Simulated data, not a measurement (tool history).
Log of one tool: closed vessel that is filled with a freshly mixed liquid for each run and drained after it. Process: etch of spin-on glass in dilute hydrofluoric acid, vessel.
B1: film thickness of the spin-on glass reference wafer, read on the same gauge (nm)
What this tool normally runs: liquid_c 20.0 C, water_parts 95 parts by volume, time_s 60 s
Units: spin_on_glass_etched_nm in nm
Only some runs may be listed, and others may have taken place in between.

run 1 day=0.000 | liquid_c=23.5 water_parts=95 time_s=60 | B1=150.00 | spin_on_glass_etched_nm=24.61
run 2 day=3.496 | liquid_c=23.5 water_parts=95 time_s=60 | B1=150.03 | spin_on_glass_etched_nm=24.91
run 3 day=7.129 | liquid_c=23.5 water_parts=95 time_s=60 | B1=150.02 | spin_on_glass_etched_nm=24.54
run 4 day=11.017 | liquid_c=20.0 water_parts=65 time_s=60 | B1=149.96 | spin_on_glass_etched_nm=32.24
run 5 day=13.550 | liquid_c=20.0 water_parts=95 time_s=60 | B1=150.01 | spin_on_glass_etched_nm=21.71
run 6 day=25.958 | liquid_c=20.0 water_parts=95 time_s=60 | B1=149.99 | spin_on_glass_etched_nm=21.97
run 7 day=29.075 | liquid_c=20.0 water_parts=95 time_s=60 | B1=150.00 | spin_on_glass_etched_nm=21.39
run 8 day=32.346 | liquid_c=20.0 water_parts=95 time_s=60 | B1=150.01 | spin_on_glass_etched_nm=21.42
run 9 day=35.467 | liquid_c=20.0 water_parts=95 time_s=60 | B1=150.01 | spin_on_glass_etched_nm=21.66
run 10 day=37.238 | liquid_c=20.0 water_parts=95 time_s=60 | B1=149.98 | spin_on_glass_etched_nm=22.22
run 11 day=39.046 | liquid_c=20.0 water_parts=95 time_s=60 | B1=150.00 | spin_on_glass_etched_nm=21.93
run 12 day=41.717 | liquid_c=20.0 water_parts=95 time_s=60 | B1=149.99 | spin_on_glass_etched_nm=22.15
-- day=42.058 gauge calibrated
run 13 day=43.362 | liquid_c=20.0 water_parts=95 time_s=60 | B1=150.00 | spin_on_glass_etched_nm=21.92
-- day=46.571 thermometer replaced
run 14 day=47.321 | liquid_c=24.5 water_parts=60 time_s=75 | B1=149.98 | spin_on_glass_etched_nm=56.39
run 15 day=49.379 | liquid_c=17.0 water_parts=55 time_s=45 | B1=150.01 | spin_on_glass_etched_nm=26.89

Estimate the outcome of run 16 from the log above:
run 16 day=53.629 | liquid_c=20.0 water_parts=65 time_s=40 | B1=? | spin_on_glass_etched_nm=?

{"run 16": {"B1": 149.99, "spin_on_glass_etched_nm": 23.09}}
With no hidden state in the tool, this same run would have given spin_on_glass_etched_nm 21.11 nm.
